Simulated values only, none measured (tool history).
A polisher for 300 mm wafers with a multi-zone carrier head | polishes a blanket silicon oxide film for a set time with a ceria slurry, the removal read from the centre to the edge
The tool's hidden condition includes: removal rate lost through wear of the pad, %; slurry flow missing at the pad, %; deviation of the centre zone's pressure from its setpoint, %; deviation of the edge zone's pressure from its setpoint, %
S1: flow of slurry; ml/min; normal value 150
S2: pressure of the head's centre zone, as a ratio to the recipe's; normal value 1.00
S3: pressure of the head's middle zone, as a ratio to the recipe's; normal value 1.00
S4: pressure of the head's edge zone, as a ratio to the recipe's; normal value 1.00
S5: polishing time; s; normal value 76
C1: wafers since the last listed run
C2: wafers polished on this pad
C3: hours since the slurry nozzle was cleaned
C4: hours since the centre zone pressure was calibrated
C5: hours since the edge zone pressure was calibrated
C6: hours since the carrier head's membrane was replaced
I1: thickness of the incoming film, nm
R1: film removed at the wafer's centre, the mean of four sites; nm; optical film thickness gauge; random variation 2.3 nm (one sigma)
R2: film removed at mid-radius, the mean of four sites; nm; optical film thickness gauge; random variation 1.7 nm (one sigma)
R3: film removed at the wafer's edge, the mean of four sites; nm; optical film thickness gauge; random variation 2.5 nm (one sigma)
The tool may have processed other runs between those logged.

run	hour	S1	S2	S3	S4	S5	C1	C2	C3	C4	C5	C6	I1	R1	R2	R3
1	0.0	150	1.00	1.00	1.00	76	0	995	125.8	247.4	808.2	648.9	928.3	276.5	278.6	287.6
# hour 44.2: centre zone pressure recalibrated
2	126.6	150	1.00	1.00	1.00	76	1277	2272	252.4	82.4	934.8	775.5	911.1	268.1	268.6	271.5
# hour 171.5: worn pad replaced by a new one
# hour 184.0: slurry nozzle cleaned
3	188.7	150	1.00	1.00	1.00	76	585	165	4.7	144.5	996.9	837.6	917.0	275.4	280.5	283.6
4	260.6	150	1.00	1.00	0.92	76	737	902	76.6	216.4	1068.8	909.5	933.7	272.6	278.2	273.3
# hour 315.3: centre zone pressure recalibrated
5	331.4	150	1.00	1.00	0.92	76	705	1608	147.4	16.1	1139.6	980.3	918.4	266.8	275.0	265.9
6	377.6	150	1.00	1.00	0.92	76	473	2081	193.6	62.3	1185.8	1026.5	934.8	267.8	272.9	265.2
7	424.9	150	1.00	1.00	1.00	76	484	2566	240.9	109.6	1233.1	1073.8	932.8	261.8	268.4	272.6
# hour 428.6: slurry nozzle cleaned
# hour 440.4: worn pad replaced by a new one
8	487.1	150	1.00	1.06	1.00	76	586	479	58.5	171.8	1295.3	1136.0	926.9	279.3	293.9	284.8
# hour 502.5: carrier head's membrane replaced by a new one
9	533.5	150	1.00	1.06	1.00	76	424	903	104.9	218.2	1341.7	31.0	936.8	277.6	293.7	285.9
# hour 536.0: edge zone pressure recalibrated
10	579.2	150	1.00	1.06	1.00	76	447	1351	150.6	263.9	43.2	76.7	932.3	273.9	293.9	279.7
11	605.9	150	1.06	1.10	0.92	90	273	1625	177.3	290.6	69.9	103.4	930.9	340.0	354.8	323.9
12	641.8	165	1.00	1.00	1.09	76	368	1993	213.2	326.5	105.8	139.3	942.6	274.0	277.8	291.2
# hour 671.7: centre zone pressure recalibrated
13	696.8	150	1.07	1.00	1.00	76	543	2536	268.2	25.1	160.8	194.3	935.3	286.8	270.6	277.0
# hour 733.6: slurry nozzle cleaned
# hour 748.0: worn pad replaced by a new one, of another model than before
14	748.5	170	1.00	1.09	1.08	69	478	5	14.9	76.8	212.5	246.0	936.2	259.6	279.2	269.5
15	773.2	150	1.09	1.00	0.93	76	253	258	39.6	101.5	237.2	270.7	925.4	304.3	283.9	275.7
16	810.2	150	1.00	1.00	1.00	76	379	637	76.6	138.5	274.2	307.7	924.8	284.6	282.3	281.8
17	842.2	150	0.91	0.91	1.00	76	328	965	108.6	170.5	306.2	339.7	926.4	252.1	261.4	288.6
18	887.6	150	0.94	1.00	0.91	76	465	1431	154.0	215.9	351.6	385.1	939.3	260.2	280.6	274.1
19	920.9	150	1.00	1.00	1.00	76	341	1772	187.3	249.2	384.9	418.4	937.1	277.4	281.2	282.0
# hour 939.1: centre zone pressure recalibrated
20	947.4	150	1.00	1.00	1.00	76	251	2023	213.8	8.3	411.4	444.9	915.3	276.3	277.8	284.7
# hour 973.0: slurry nozzle cleaned
# hour 1008.9: worn pad replaced by a new one
21	1058.8	150	1.00	0.93	1.00	76	1090	511	85.8	119.7	522.8	556.3	915.6	281.0	264.0	283.2
# hour 1224.2: slurry nozzle cleaned
22	1244.6	150	1.00	1.00	1.00	60	1894	2405	20.4	305.5	708.6	742.1	915.4	223.7	224.1	225.6
# hour 1283.8: centre zone pressure recalibrated
23	1286.6	135	1.00	1.00	1.05	62	410	2815	62.4	2.8	750.6	784.1	936.8	224.6	224.8	235.7

Here are 3 independent what-if runs from the current tool condition. What would each one return?
A	1287.1	150	1.00	1.00	1.00	76	5	2820	62.9	3.3	751.1	784.6	933.4	?	?	?
B	1287.1	150	1.00	1.00	1.04	65	5	2820	62.9	3.3	751.1	784.6	933.4	?	?	?
C	1287.1	165	1.00	1.00	1.00	51	5	2820	62.9	3.3	751.1	784.6	933.4	?	?	?

run	R1	R2	R3
A	278.6	282.3	284.3
B	238.3	241.4	246.9
C	189.4	191.6	192.4
Take away the tool's hidden state, keep each run's random variation, and the runs would have read:
run	R1	R2	R3
A	281.3	284.7	286.1
B	240.6	243.5	248.4
C	191.1	193.2	193.5
